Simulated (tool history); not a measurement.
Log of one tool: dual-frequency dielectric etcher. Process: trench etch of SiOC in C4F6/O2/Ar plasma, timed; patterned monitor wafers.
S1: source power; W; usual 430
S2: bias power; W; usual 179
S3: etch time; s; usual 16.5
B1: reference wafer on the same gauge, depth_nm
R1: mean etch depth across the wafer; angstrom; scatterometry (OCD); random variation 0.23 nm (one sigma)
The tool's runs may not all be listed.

run	day	S1	S2	S3	B1	R1
1	0.000	430	179	16.5	32.37	343.0
2	3.162	430	179	16.5	32.43	343.1
# day 7.975: wet clean of the chamber
3	7.996	430	179	16.5	32.38	342.7
4	11.833	430	179	16.5	32.42	341.8
5	14.538	430	179	16.5	32.39	344.0
6	18.262	430	179	16.5	32.43	342.6
7	21.025	430	179	16.5	32.43	348.3
# day 22.604: source power generator calibrated
8	23.629	430	179	16.5	32.42	347.0
# day 27.554: wet clean of the chamber
9	27.575	430	179	16.5	32.37	344.3
10	28.683	430	179	16.5	32.41	344.1
11	30.629	430	179	16.5	32.44	344.4
# day 32.621: gauge calibrated
# day 33.133: bias power generator calibrated
12	34.508	430	179	16.5	32.41	332.4
13	36.483	430	135	16.5	32.39	290.6
# day 38.567: upper electrode replaced
14	39.996	430	216	13.5	32.40	304.7
15	41.708	430	179	16.5	32.39	333.5
16	43.579	430	197	16.5	32.40	354.0
# day 47.721: wet clean of the chamber
17	47.742	430	135	16.5	32.41	293.8
18	48.983	510	160	13.0	32.39	265.5
19	52.562	380	200	14.5	32.38	304.4
20	54.933	430	179	20.5	32.39	420.8
21	57.821	490	179	16.5	32.36	351.6
22	62.179	430	179	16.5	32.41	341.2
23	65.421	390	179	16.5	32.37	329.5
24	68.217	350	167	18.5	32.37	347.8
# day 69.738: wet clean of the chamber
25	70.229	500	217	18.5	32.40	436.7
26	73.208	430	179	16.5	32.39	345.1
27	85.342	520	158	18.5	32.38	385.7
28	89.600	380	179	12.0	32.40	238.2
# day 92.725: wet clean of the chamber
29	92.746	380	147	16.5	32.35	299.8

5 ways to go on from here, each from the tool as it stands after run 29. What would each give?
A	92.762	430	179	14.0	?	?
B	92.762	500	156	18.0	?	?
C	92.762	370	154	20.0	?	?
D	92.762	430	159	16.5	?	?
E	92.762	470	179	16.5	?	?

run	B1	R1
A	32.44	292.4
B	32.44	366.6
C	32.44	369.4
D	32.44	324.1
E	32.44	354.0
Without the tool's hidden state the same runs would have given:
run	R1
A	286.8
B	360.1
C	362.7
D	318.2
E	347.3

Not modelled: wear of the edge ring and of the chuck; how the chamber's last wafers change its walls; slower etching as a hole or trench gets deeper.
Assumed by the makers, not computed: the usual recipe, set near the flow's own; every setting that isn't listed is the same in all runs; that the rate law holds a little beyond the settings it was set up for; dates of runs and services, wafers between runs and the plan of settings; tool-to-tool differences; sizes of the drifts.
